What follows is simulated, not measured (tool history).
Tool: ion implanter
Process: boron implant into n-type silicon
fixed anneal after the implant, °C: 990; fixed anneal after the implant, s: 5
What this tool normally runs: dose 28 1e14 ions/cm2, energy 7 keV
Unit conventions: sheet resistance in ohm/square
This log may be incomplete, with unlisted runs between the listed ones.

run,hour,dose,energy,"read-back reference wafer on the same gauge, sheet resistance",sheet resistance
1,0,28,7.5,139.09,123.87
# hour 6.7: gauge calibrated
2,29.2,28,7.5,138.97,123.7
3,50.1,28,6,139.14,141.88
4,65.3,28,6,139.05,141.72
5,77.4,28,7,139.02,128.98
6,104,28,7,138.91,129.11
7,117.6,28,7,139.01,129.12
8,130.8,28,7,138.9,128.77
9,157.6,28,7,138.94,128.8
10,174.3,28,7,138.99,128.96
11,206.7,28,7,138.99,128.96
12,240,28,7,139.04,129.07
13,260.5,28,7,138.93,128.94
14,291.8,28,7,139,128.8
15,325.9,28,7,138.98,128.8
# hour 341.4: Faraday cup replaced and dose calibrated
16,359.7,28,5.5,139.08,149.94
17,380.2,25.9,7,139.01,131.28
18,403.1,28,7,139.03,129.17
19,429.8,28,7,139.08,129.31
20,458.4,25.66,8,139.05,120.7
21,487.3,30.98,6,139.09,139.95
22,502.4,35.57,9,138.97,107.07
23,529.8,32.18,8,138.98,116.81
24,549.2,30.68,6.5,138.96,133.48
# hour 549.7: gauge calibrated
25,576.5,30.59,8,139.02,117.8
26,598.8,23.75,7,138.93,132.28
27,623.4,28,7.5,138.87,123.96
# hour 645.5: extraction supply calibrated
28,655.7,21.26,6,139.03,147.46
29,670.1,28,7,138.91,129.2
30,699.4,23.76,9,139.06,113.86
31,716.4,23.45,6.5,139.02,138.81
32,743.9,28,5,139.03,157.47
33,765.9,31.2,4.5,139.11,164.43
34,798.7,22.22,9,139,115.18
35,812.7,28,7,138.93,129.29
36,848.2,28,7,139.05,129.04
37,867.8,28,7,139.09,129.16
38,882.1,33.13,7,139,126.24

Alternative continuations, all from the tool just after run 38; predict every row:
A,882.5,23.45,7,?,?
B,882.5,25.08,8.5,?,?
C,882.5,22.36,9.5,?,?

run,"read-back reference wafer on the same gauge, sheet resistance",sheet resistance
A,139.03,132.71
B,139.03,116.63
C,139.03,111.47
Without the tool's unlogged condition, the same runs would have read:
run,sheet resistance
A,133.03
B,116.93
C,111.83
